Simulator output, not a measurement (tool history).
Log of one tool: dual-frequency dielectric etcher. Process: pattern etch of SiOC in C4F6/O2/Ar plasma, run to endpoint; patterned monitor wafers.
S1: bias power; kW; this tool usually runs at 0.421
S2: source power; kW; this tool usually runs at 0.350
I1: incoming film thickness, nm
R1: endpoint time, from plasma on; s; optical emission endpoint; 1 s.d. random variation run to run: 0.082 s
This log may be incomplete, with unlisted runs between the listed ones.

run	day	S1	S2	I1	R1
1	0.000	0.421	0.280	36.51	16.4
2	0.758	0.421	0.280	36.36	16.3
3	2.742	0.421	0.350	35.86	14.4
4	3.650	0.421	0.350	36.36	14.6
5	4.221	0.361	0.320	36.01	15.6
6	4.971	0.361	0.320	35.97	15.6
7	5.992	0.361	0.320	36.34	15.7
8	7.029	0.421	0.300	36.10	15.5
# day 8.092: bias power generator calibrated
9	8.492	0.421	0.300	35.87	15.4
# day 10.171: source power generator calibrated
# day 10.671: wet clean of the chamber
10	10.692	0.421	0.350	36.30	14.9
11	10.708	0.421	0.350	36.35	15.0

Run 12 comes next. What will it give?
12	12.004	0.421	0.350	36.17	?

{"run 12": {"R1": 14.8}}
The same run, on a tool lacking any hidden state, would have yielded R1 14.7 s.
